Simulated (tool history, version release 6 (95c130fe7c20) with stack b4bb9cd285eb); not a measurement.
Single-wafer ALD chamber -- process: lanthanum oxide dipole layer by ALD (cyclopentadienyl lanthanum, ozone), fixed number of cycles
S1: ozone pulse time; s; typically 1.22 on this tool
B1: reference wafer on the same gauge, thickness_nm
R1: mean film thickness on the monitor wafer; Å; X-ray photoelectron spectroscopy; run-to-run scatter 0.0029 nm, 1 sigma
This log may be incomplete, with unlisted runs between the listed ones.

run,hour,S1,B1,R1
1,0,1.42,0.455,4.8
2,54.4,1.42,0.455,4.83
3,82.1,1.42,0.455,4.78
4,134.1,1.22,0.455,4.61
5,181.6,1.22,0.455,4.59
6,211.8,1.38,0.455,4.72
7,261.2,1.38,0.455,4.72
8,309.5,1.38,0.455,4.68
9,352.6,0.93,0.455,4.2
10,396.9,0.93,0.455,4.19
11,457.2,1.34,0.455,4.58
12,497.8,1.37,0.455,4.94
13,534.1,1.57,0.455,5.05
14,577.9,1.5,0.456,5.06
15,614.6,1.22,0.455,4.83
16,649.4,1.61,0.454,5.08
17,715.2,1.22,0.455,4.82
18,749.4,1.67,0.455,5.06
19,810.5,1.22,0.455,4.83
20,876.6,1.51,0.455,4.96
21,914.5,1.5,0.455,5
22,939.4,1.35,0.455,4.89
23,989.1,1.56,0.455,4.96
24,1052.8,0.77,0.455,4.24
25,1097.7,0.79,0.455,4.29
26,1141.3,1.22,0.455,4.72
27,1176.9,0.92,0.455,4.4
28,1230,1.7,0.455,5.03
29,1267.3,1.22,0.455,4.66
30,1300.4,0.85,0.455,4.27
31,1326.2,0.76,0.455,4.12
32,1355,1.49,0.455,4.82
33,1392.4,1.68,0.455,4.97
34,1439.1,0.83,0.455,4.16

Missing from the log above: 3 entries noted between runs. For each, name the pair of listed runs it sits between and say how the tool's hidden condition differs from the listed run just before to the listed run just after:
Runs 9 to 10: gauge calibrated (hour 377.7)
  ozone dose above that of a generator just serviced (%): -32.5 -> -33.6
  measured less the result without the state, R1: -0.47 -> -0.49 Å
Runs 11 to 12: ozone generator serviced (hour 470.5)
  ozone dose above that of a generator just serviced (%): -35 -> -4.86
  measured less the result without the state, R1: -0.38 -> -0.04 Å
Runs 18 to 19: showerhead replaced (hour 793.2)
  ozone dose above that of a generator just serviced (%): -10.8 -> -12.2
  measured less the result without the state, R1: -0.07 -> -0.12 Å
